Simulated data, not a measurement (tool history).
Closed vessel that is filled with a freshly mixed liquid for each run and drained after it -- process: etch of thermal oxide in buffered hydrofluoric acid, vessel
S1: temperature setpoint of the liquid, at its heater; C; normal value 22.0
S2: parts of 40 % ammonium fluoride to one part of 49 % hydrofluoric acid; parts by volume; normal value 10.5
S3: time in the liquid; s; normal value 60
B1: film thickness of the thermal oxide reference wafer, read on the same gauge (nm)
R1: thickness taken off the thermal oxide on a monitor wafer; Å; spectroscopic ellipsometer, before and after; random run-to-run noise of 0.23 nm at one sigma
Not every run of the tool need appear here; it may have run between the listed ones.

run   hour    S1    S2  S3      B1     R1
  1    0.0  22.0  10.5  45  100.87  469.7
  2   29.1  22.0  10.5  45  100.96  470.1
  3   59.9  22.0  10.5  35  101.13  368.0
  4   88.4  22.0  10.5  35  101.18  367.3
  5  117.8  22.0  10.5  60  101.25  633.8
  6  145.4  22.0  10.5  60  101.25  628.4
  7  157.7  22.0  10.5  60  101.27  630.7
  8  176.1  22.0  10.5  60  101.32  628.3
     185.5  -- gauge calibrated
  9  200.3  22.0  10.5  60  100.20  625.9
 10  235.7  22.0  12.0  60  100.54  545.8
 11  268.9  22.0  10.5  60  100.79  626.9
 12  302.7  24.0   8.5  60  100.95  836.1
 13  334.2  22.0  10.5  60  101.07  628.2
 14  364.8  25.5  10.5  60  101.15  763.2
 15  378.5  19.5   7.0  60  101.19  803.2
 16  405.3  26.5  10.5  60  101.22  805.8
     408.1  -- thermometer replaced
     429.1  -- hydrofluoric acid flow meter replaced
 17  429.7  20.5   7.5  60  101.21  789.2
 18  453.6  22.0  10.5  60  101.33  629.0
     471.6  -- gauge calibrated
 19  488.6  26.0  10.5  35  100.19  452.6
 20  508.5  23.5  14.0  30  100.34  255.6
 21  533.9  22.0  10.5  60  100.53  625.0
 22  560.0  22.0   9.5  30  100.70  341.7

Measured less the same run without the tool's hidden state. The same run-to-run variation is in both; the gauge's scatter may not be:
Hidden state present: liquid hotter than its thermometer reads (K); hydrofluoric acid flow below the setpoint (%); gauge reads high (%).
run    R1
  1  +4.2
  2  +4.7
  3  +4.0
  4  +4.2
  5  +7.6
  6  +7.7
  7  +7.8
  8  +7.8
  9  +1.4
 10  +3.0
 11  +4.8
 12  +7.9
 13  +6.6
 14  +8.6
 15  +9.4
 16  +9.7
 17  +9.9
 18  +8.0
 19  +0.7
 20  +0.8
 21  +3.3
 22  +2.4
